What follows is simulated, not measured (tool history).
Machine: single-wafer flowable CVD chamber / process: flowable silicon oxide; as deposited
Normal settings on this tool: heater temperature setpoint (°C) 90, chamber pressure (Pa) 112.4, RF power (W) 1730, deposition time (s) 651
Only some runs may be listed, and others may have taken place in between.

run,hour,heater temperature setpoint (°C),chamber pressure (Pa),RF power (W),deposition time (s),"read-back reference wafer on the same gauge, thickness_nm",mean film thickness on the monitor wafer (nm)
1,0.0,90,112.4,1730,651,613.308,544.700
2,24.1,90,112.4,1730,651,613.698,547.020
3,56.9,90,92.4,1500,651,614.234,427.608
4,91.1,90,92.4,1500,651,614.091,426.242
5,171.2,90,92.4,1500,651,613.361,427.791
6,184.6,90,112.4,1430,651,614.402,512.216
7,216.3,90,112.4,1730,651,613.891,547.940
# hour 264.8: capacitance manometer re-zeroed and calibrated
# hour 294.8: showerhead replaced
8,310.1,85,112.4,1730,651,614.512,626.814
# hour 325.9: RF generator calibrated
9,329.0,90,112.4,1730,651,612.881,563.853
10,347.1,90,90.0,1525,691,613.672,456.130
11,392.5,90,100.1,1730,544,614.592,414.401
12,404.5,90,112.4,1730,651,613.860,556.848
# hour 413.3: gauge calibrated
13,433.3,90,112.4,1830,651,614.315,559.615
14,448.6,90,136.1,1985,651,613.941,690.368
15,479.1,90,135.3,1730,651,614.624,660.932
16,508.2,90,112.4,1920,651,614.216,566.459
17,525.5,90,112.4,1730,731,613.432,619.711
18,552.3,90,93.1,1730,651,614.107,457.084
19,576.7,76,99.7,1730,599,614.516,639.720
20,609.5,90,112.4,1730,651,614.429,556.246
21,638.3,90,112.4,1730,651,614.043,545.627
22,657.5,90,135.7,1730,651,615.042,660.329
23,683.2,85,102.4,1470,746,614.088,614.976
24,699.7,90,121.7,2035,651,614.556,624.788
25,744.9,97,112.4,1470,773,613.980,501.487
26,770.4,86,112.4,1620,570,614.810,521.560
27,787.7,90,121.7,2035,651,613.591,610.496
28,800.1,95,127.2,1730,579,614.598,472.820

Below are 4 alternative next runs, each starting from the tool's condition after run 28. Predict each:
A,800.7,102,112.4,1730,651,?,?
B,800.7,95,102.7,2050,651,?,?
C,800.7,90,97.2,2025,651,?,?
D,800.7,90,112.4,1990,523,?,?

run,"read-back reference wafer on the same gauge, thickness_nm",mean film thickness on the monitor wafer (nm)
A,614.019,385.607
B,614.019,450.553
C,614.019,493.264
D,614.019,456.449
With the hidden condition removed and each run's random variation left untouched, the same runs would have given:
run,mean film thickness on the monitor wafer (nm)
A,392.977
B,457.177
C,500.725
D,463.507

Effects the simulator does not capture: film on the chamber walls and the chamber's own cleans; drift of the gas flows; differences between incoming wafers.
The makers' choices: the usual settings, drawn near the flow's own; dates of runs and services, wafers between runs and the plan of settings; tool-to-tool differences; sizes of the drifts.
